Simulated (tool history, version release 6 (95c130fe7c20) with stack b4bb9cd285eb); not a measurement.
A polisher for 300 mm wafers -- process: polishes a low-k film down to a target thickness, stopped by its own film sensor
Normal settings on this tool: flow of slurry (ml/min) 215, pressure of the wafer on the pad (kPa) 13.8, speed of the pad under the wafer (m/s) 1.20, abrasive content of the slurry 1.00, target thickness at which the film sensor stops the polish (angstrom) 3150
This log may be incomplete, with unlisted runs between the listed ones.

| run | day | flow of slurry (ml/min) | pressure of the wafer on the pad (kPa) | speed of the pad under the wafer (m/s) | abrasive content of the slurry | target thickness at which the film sensor stops the polish (angstrom) | wafers since the last listed run | wafers polished on this pad | hours since the slurry nozzle was cleaned | hours since the head pressure was calibrated | hours since the slurry blender was calibrated | hours since the conditioning disc was replaced | incoming thickness of the incoming film, nm | time until the film sensor stopped the polish (s) |
|---|---|---|---|---|---|---|---|---|---|---|---|---|---|---|
| 1 | 0.000 | 215 | 13.8 | 1.20 | 1.00 | 3150 | 0 | 193 | 338.1 | 208.9 | 45.7 | 135.1 | 365.5 | 124.2 |
| 2 | 0.404 | 215 | 13.8 | 1.20 | 1.00 | 3150 | 93 | 286 | 347.8 | 218.6 | 55.4 | 144.8 | 361.2 | 113.8 |
| 3 | 0.854 | 215 | 13.8 | 1.20 | 1.00 | 3210 | 103 | 390 | 358.6 | 229.4 | 66.2 | 155.6 | 359.7 | 95.8 |
| 4 | 1.442 | 215 | 13.8 | 1.20 | 1.00 | 3210 | 135 | 525 | 372.7 | 243.5 | 80.3 | 169.7 | 358.4 | 93.4 |
|  | 2.121 | worn pad replaced by a new one |
| 5 | 2.142 | 215 | 13.8 | 1.20 | 1.00 | 3060 | 122 | 4 | 389.5 | 260.3 | 97.1 | 186.5 | 359.6 | 137.2 |
| 6 | 2.579 | 215 | 13.8 | 1.20 | 1.00 | 3060 | 100 | 105 | 400.0 | 270.8 | 107.6 | 197.0 | 361.8 | 143.8 |
| 7 | 3.038 | 215 | 13.8 | 1.20 | 1.00 | 3060 | 105 | 211 | 411.0 | 281.8 | 118.6 | 208.0 | 364.2 | 148.6 |
| 8 | 3.529 | 215 | 13.8 | 1.20 | 1.20 | 3150 | 113 | 324 | 422.8 | 293.6 | 130.4 | 219.8 | 359.9 | 104.2 |
| 9 | 4.275 | 215 | 13.8 | 1.20 | 1.20 | 3150 | 171 | 496 | 440.7 | 311.5 | 148.3 | 237.7 | 361.0 | 109.8 |
| 10 | 4.529 | 215 | 13.8 | 1.20 | 1.00 | 3150 | 58 | 554 | 446.8 | 317.6 | 154.4 | 243.8 | 362.8 | 124.7 |
|  | 4.996 | worn pad replaced by a new one |
| 11 | 5.017 | 215 | 13.8 | 1.20 | 1.00 | 3150 | 73 | 4 | 458.5 | 329.3 | 166.1 | 255.5 | 366.4 | 139.1 |
| 12 | 5.400 | 215 | 13.8 | 1.20 | 1.00 | 3150 | 88 | 93 | 467.7 | 338.5 | 175.3 | 264.7 | 360.8 | 123.6 |
| 13 | 5.992 | 245 | 13.8 | 0.96 | 1.00 | 3150 | 136 | 229 | 481.9 | 352.7 | 189.5 | 278.9 | 363.4 | 149.3 |
| 14 | 6.296 | 280 | 13.8 | 1.20 | 0.80 | 3040 | 70 | 299 | 489.2 | 360.0 | 196.8 | 286.2 | 359.3 | 178.7 |
| 15 | 6.904 | 215 | 13.8 | 1.32 | 1.00 | 3270 | 140 | 439 | 503.8 | 374.6 | 211.4 | 300.8 | 358.4 | 83.9 |
|  | 7.621 | worn pad replaced by a new one |
| 16 | 7.642 | 215 | 16.5 | 1.60 | 1.15 | 3150 | 131 | 5 | 521.5 | 392.3 | 229.1 | 318.5 | 361.3 | 91.1 |
| 17 | 8.300 | 165 | 18.6 | 1.20 | 1.20 | 3150 | 151 | 156 | 537.3 | 408.1 | 244.9 | 334.3 | 359.3 | 98.0 |
|  | 8.446 | head pressure recalibrated |
| 18 | 8.712 | 215 | 13.8 | 1.58 | 1.00 | 3150 | 75 | 232 | 547.2 | 6.4 | 254.8 | 344.2 | 365.3 | 129.5 |
|  | 9.062 | conditioning disc replaced and pad reconditioned |
|  | 9.112 | slurry nozzle cleaned |
| 19 | 9.408 | 145 | 11.0 | 1.34 | 1.20 | 3150 | 131 | 364 | 7.1 | 23.1 | 271.5 | 8.3 | 363.3 | 131.1 |
|  | 9.542 | slurry blender recalibrated |
| 20 | 9.804 | 215 | 13.8 | 1.20 | 1.00 | 3300 | 72 | 436 | 16.6 | 32.6 | 6.3 | 17.8 | 365.4 | 83.2 |
| 21 | 10.175 | 215 | 13.8 | 1.20 | 1.00 | 3150 | 85 | 521 | 25.5 | 41.5 | 15.2 | 26.7 | 358.8 | 102.6 |
|  | 10.412 | worn pad replaced by a new one |
| 22 | 10.600 | 235 | 13.8 | 1.58 | 0.85 | 3200 | 59 | 43 | 35.7 | 51.7 | 25.4 | 36.9 | 361.4 | 90.7 |
| 23 | 11.125 | 215 | 13.8 | 1.20 | 1.00 | 3150 | 120 | 164 | 48.3 | 64.3 | 38.0 | 49.5 | 353.7 | 91.2 |
| 24 | 11.617 | 215 | 13.8 | 1.20 | 1.00 | 3150 | 113 | 277 | 60.1 | 76.1 | 49.8 | 61.3 | 362.8 | 110.8 |
|  | 13.308 | worn pad replaced by a new one |
| 25 | 13.658 | 215 | 13.8 | 1.20 | 1.00 | 3150 | 432 | 80 | 109.1 | 125.1 | 98.8 | 110.3 | 358.8 | 105.0 |

For each run, what was the tool's unlogged condition?
removal rate lost through wear of the pad, %: 0, the same for each run
slurry flow missing at the pad, %: 0, the same for each run
deviation of the head's pressure from its setpoint, %: 0, the same for each run
H1: abrasive missing from the slurry, %
H2: time polished since the conditioner stopped cutting, s
| run | H1 | H2 |
|---|---|---|
| 1 | 2.33 | 153 |
| 2 | 2.56 | 161 |
| 3 | 2.85 | 169 |
| 4 | 3.32 | 179 |
| 5 | 4 | 192 |
| 6 | 4.49 | 200 |
| 7 | 5.06 | 208 |
| 8 | 5.73 | 217 |
| 9 | 6.86 | 231 |
| 10 | 7.28 | 235 |
| 11 | 8.13 | 244 |
| 12 | 8.85 | 251 |
| 13 | 10 | 262 |
| 14 | 10.7 | 267 |
| 15 | 12 | 278 |
| 16 | 13.8 | 292 |
| 17 | 15.5 | 304 |
| 18 | 16.6 | 311 |
| 19 | 18.6 | 30.5 |
| 20 | 0.695 | 37.7 |
| 21 | 0.738 | 44.4 |
| 22 | 0.832 | 52.1 |
| 23 | 1.01 | 61.6 |
| 24 | 1.25 | 70.5 |
| 25 | 2.91 | 108 |

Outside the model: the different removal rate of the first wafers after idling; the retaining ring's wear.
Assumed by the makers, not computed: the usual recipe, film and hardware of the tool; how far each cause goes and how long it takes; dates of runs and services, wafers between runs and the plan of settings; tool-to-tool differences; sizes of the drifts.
